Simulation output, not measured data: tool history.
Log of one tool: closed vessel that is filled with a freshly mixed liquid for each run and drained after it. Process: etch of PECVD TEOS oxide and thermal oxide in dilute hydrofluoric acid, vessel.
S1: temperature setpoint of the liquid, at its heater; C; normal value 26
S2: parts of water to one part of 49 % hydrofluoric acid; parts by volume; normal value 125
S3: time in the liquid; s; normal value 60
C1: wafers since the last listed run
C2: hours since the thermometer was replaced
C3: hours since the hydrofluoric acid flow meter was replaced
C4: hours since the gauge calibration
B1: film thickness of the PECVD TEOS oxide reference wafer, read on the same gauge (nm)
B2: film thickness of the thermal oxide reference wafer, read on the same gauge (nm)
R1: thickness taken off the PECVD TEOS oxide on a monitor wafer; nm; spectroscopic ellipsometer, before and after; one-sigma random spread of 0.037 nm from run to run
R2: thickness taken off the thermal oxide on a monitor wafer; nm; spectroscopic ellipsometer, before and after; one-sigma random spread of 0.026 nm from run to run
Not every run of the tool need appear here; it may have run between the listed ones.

{"run": 1, "hour": 0.0, "S1": 26, "S2": 125, "S3": 60, "C1": 0, "C2": 1483.1, "C3": 1213.1, "C4": 292.3, "B1": 150, "B2": 39.966, "R1": 8.48, "R2": 2.256}
{"run": 2, "hour": 9.1, "S1": 26, "S2": 125, "S3": 60, "C1": 1259, "C2": 1492.2, "C3": 1222.2, "C4": 301.4, "B1": 149.99, "B2": 39.993, "R1": 8.45, "R2": 2.214}
{"run": 3, "hour": 25.9, "S1": 26, "S2": 125, "S3": 60, "C1": 2325, "C2": 1509, "C3": 1239, "C4": 318.2, "B1": 150, "B2": 39.983, "R1": 8.52, "R2": 2.221}
{"run": 4, "hour": 40.1, "S1": 26, "S2": 125, "S3": 60, "C1": 1965, "C2": 1523.2, "C3": 1253.2, "C4": 332.4, "B1": 150, "B2": 40.023, "R1": 8.42, "R2": 2.195}
{"run": 5, "hour": 54.7, "S1": 26, "S2": 125, "S3": 60, "C1": 2020, "C2": 1537.8, "C3": 1267.8, "C4": 347, "B1": 150.01, "B2": 39.987, "R1": 8.48, "R2": 2.243}
{"run": 6, "hour": 70.6, "S1": 26, "S2": 125, "S3": 60, "C1": 2200, "C2": 1553.7, "C3": 1283.7, "C4": 362.9, "B1": 150, "B2": 40.029, "R1": 8.46, "R2": 2.219}
{"run": 7, "hour": 87.2, "S1": 26, "S2": 125, "S3": 60, "C1": 2297, "C2": 1570.3, "C3": 1300.3, "C4": 379.5, "B1": 150.02, "B2": 39.931, "R1": 8.38, "R2": 2.208}
{"hour": 99.0, "done": "gauge calibrated"}
{"run": 8, "hour": 103.5, "S1": 22, "S2": 165, "S3": 40, "C1": 2255, "C2": 1586.6, "C3": 1316.6, "C4": 4.5, "B1": 149.99, "B2": 39.975, "R1": 3.48, "R2": 0.895}
{"run": 9, "hour": 121.0, "S1": 30, "S2": 160, "S3": 85, "C1": 2421, "C2": 1604.1, "C3": 1334.1, "C4": 22, "B1": 150.01, "B2": 40.053, "R1": 10.2, "R2": 2.697}
{"run": 10, "hour": 128.5, "S1": 26, "S2": 125, "S3": 35, "C1": 1037, "C2": 1611.6, "C3": 1341.6, "C4": 29.5, "B1": 150.02, "B2": 39.961, "R1": 4.86, "R2": 1.257}
{"hour": 138.6, "done": "thermometer replaced"}
{"run": 11, "hour": 144.5, "S1": 30, "S2": 125, "S3": 60, "C1": 2075, "C2": 5.9, "C3": 1357.6, "C4": 45.5, "B1": 149.98, "B2": 39.947, "R1": 9.7, "R2": 2.551}
{"run": 12, "hour": 157.0, "S1": 26, "S2": 125, "S3": 60, "C1": 1729, "C2": 18.4, "C3": 1370.1, "C4": 58, "B1": 150.03, "B2": 40.033, "R1": 8.38, "R2": 2.169}
{"hour": 165.8, "done": "hydrofluoric acid flow meter replaced"}
{"run": 13, "hour": 167.9, "S1": 29, "S2": 90, "S3": 90, "C1": 1370, "C2": 29.3, "C3": 2.1, "C4": 68.9, "B1": 149.99, "B2": 40.032, "R1": 22.29, "R2": 5.852}
{"run": 14, "hour": 184.1, "S1": 26, "S2": 125, "S3": 60, "C1": 2241, "C2": 45.5, "C3": 18.3, "C4": 85.1, "B1": 150, "B2": 40.051, "R1": 9.09, "R2": 2.399}
{"run": 15, "hour": 199.6, "S1": 28, "S2": 125, "S3": 60, "C1": 2145, "C2": 61, "C3": 33.8, "C4": 100.6, "B1": 150, "B2": 40.03, "R1": 9.83, "R2": 2.57}
{"run": 16, "hour": 215.2, "S1": 26, "S2": 155, "S3": 60, "C1": 2158, "C2": 76.6, "C3": 49.4, "C4": 116.2, "B1": 150, "B2": 40.002, "R1": 7.05, "R2": 1.882}

Run 17 comes next. What will it give?
{"run": 17, "hour": 225.0, "S1": 21, "S2": 85, "S3": 95, "C1": 1356, "C2": 86.4, "C3": 59.2, "C4": 126, "B1": "?", "B2": "?", "R1": "?", "R2": "?"}

Run 17 came out at B1 150.01, B2 39.977, R1 18.18 nm, R2 4.836 nm.
Minus the tool's unlogged condition, the same run would have read R1 18.36 nm, R2 4.884 nm.
